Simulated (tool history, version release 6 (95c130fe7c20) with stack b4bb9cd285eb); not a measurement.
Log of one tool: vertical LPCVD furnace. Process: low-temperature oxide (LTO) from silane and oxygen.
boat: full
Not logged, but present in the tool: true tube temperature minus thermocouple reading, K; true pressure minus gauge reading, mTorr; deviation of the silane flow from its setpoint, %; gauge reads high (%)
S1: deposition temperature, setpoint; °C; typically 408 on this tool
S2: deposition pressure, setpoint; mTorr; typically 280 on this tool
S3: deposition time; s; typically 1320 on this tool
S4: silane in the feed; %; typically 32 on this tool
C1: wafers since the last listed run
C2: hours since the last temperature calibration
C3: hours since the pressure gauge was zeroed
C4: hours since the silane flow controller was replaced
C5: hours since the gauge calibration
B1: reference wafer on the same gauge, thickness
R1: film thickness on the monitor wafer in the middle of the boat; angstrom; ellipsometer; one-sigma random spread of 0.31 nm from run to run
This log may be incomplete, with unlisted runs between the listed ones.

| run | hour | S1 | S2 | S3 | S4 | C1 | C2 | C3 | C4 | C5 | B1 | R1 |
|---|---|---|---|---|---|---|---|---|---|---|---|---|
| 1 | 0.0 | 408 | 280 | 1320 | 32 | 0 | 3586.8 | 3081.1 | 4477.6 | 360.4 | 190.07 | 2066.4 |
| 2 | 30.1 | 408 | 280 | 1320 | 32 | 519 | 3616.9 | 3111.2 | 4507.7 | 390.5 | 189.98 | 2064.4 |
| 3 | 57.7 | 408 | 280 | 1320 | 32 | 475 | 3644.5 | 3138.8 | 4535.3 | 418.1 | 189.96 | 2064.4 |
| 4 | 86.9 | 408 | 280 | 1320 | 34 | 503 | 3673.7 | 3168.0 | 4564.5 | 447.3 | 190.01 | 2232.4 |
| 5 | 115.6 | 408 | 280 | 1320 | 34 | 494 | 3702.4 | 3196.7 | 4593.2 | 476.0 | 189.93 | 2229.9 |
| 6 | 150.8 | 408 | 280 | 1320 | 32 | 607 | 3737.6 | 3231.9 | 4628.4 | 511.2 | 190.00 | 2059.0 |
|  | 243.4 | silane flow controller replaced |
|  | 244.2 | pressure gauge zeroed |
| 7 | 249.8 | 408 | 280 | 1320 | 32 | 1279 | 3836.6 | 5.6 | 6.4 | 610.2 | 189.97 | 2096.8 |
|  | 292.7 | gauge calibrated |
| 8 | 300.7 | 408 | 280 | 1320 | 32 | 877 | 3887.5 | 56.5 | 57.3 | 8.0 | 190.08 | 2102.2 |
| 9 | 329.7 | 408 | 245 | 1320 | 32 | 500 | 3916.5 | 85.5 | 86.3 | 37.0 | 190.01 | 1833.1 |
| 10 | 348.9 | 408 | 280 | 1320 | 32 | 331 | 3935.7 | 104.7 | 105.5 | 56.2 | 190.01 | 2094.0 |
| 11 | 374.2 | 402 | 280 | 1320 | 32 | 436 | 3961.0 | 130.0 | 130.8 | 81.5 | 189.99 | 1960.2 |
| 12 | 393.9 | 408 | 280 | 1320 | 32 | 339 | 3980.7 | 149.7 | 150.5 | 101.2 | 190.02 | 2094.4 |
|  | 445.9 | thermocouples replaced and temperature profile calibrated |
| 13 | 446.4 | 408 | 250 | 1320 | 28 | 491 | 0.5 | 202.2 | 203.0 | 153.7 | 190.03 | 1541.7 |
| 14 | 476.3 | 400 | 220 | 1320 | 36 | 515 | 30.4 | 232.1 | 232.9 | 183.6 | 190.01 | 1761.7 |
| 15 | 502.4 | 419 | 220 | 1320 | 32 | 450 | 56.5 | 258.2 | 259.0 | 209.7 | 190.05 | 1860.6 |
| 16 | 515.0 | 408 | 280 | 1320 | 32 | 217 | 69.1 | 270.8 | 271.6 | 222.3 | 190.01 | 2097.8 |
| 17 | 545.9 | 408 | 235 | 1320 | 35 | 532 | 100.0 | 301.7 | 302.5 | 253.2 | 189.99 | 1984.8 |
| 18 | 578.3 | 403 | 280 | 1320 | 32 | 558 | 132.4 | 334.1 | 334.9 | 285.6 | 189.97 | 1976.1 |
| 19 | 594.1 | 397 | 300 | 840 | 29 | 272 | 148.2 | 349.9 | 350.7 | 301.4 | 189.98 | 1088.7 |
| 20 | 608.4 | 408 | 280 | 1620 | 32 | 246 | 162.5 | 364.2 | 365.0 | 315.7 | 189.97 | 2571.6 |

Branching from run 20: 5 alternative next runs. What would each branch give?
| A | 612.3 | 408 | 280 | 960 | 32 | 67 | 166.4 | 368.1 | 368.9 | 319.6 | ? | ? |
| B | 612.3 | 418 | 305 | 960 | 35 | 67 | 166.4 | 368.1 | 368.9 | 319.6 | ? | ? |
| C | 612.3 | 405 | 280 | 1320 | 26 | 67 | 166.4 | 368.1 | 368.9 | 319.6 | ? | ? |
| D | 612.3 | 414 | 280 | 1320 | 27 | 67 | 166.4 | 368.1 | 368.9 | 319.6 | ? | ? |
| E | 612.3 | 408 | 340 | 1320 | 37 | 67 | 166.4 | 368.1 | 368.9 | 319.6 | ? | ? |

| run | B1 | R1 |
|---|---|---|
| A | 189.99 | 1525.6 |
| B | 189.99 | 2090.8 |
| C | 189.99 | 1494.3 |
| D | 189.99 | 1759.2 |
| E | 189.99 | 3086.0 |
Without the tool's unlogged condition, the same runs would have read:
| run | R1 |
|---|---|
| A | 1519.6 |
| B | 2083.7 |
| C | 1486.4 |
| D | 1750.4 |
| E | 3075.7 |
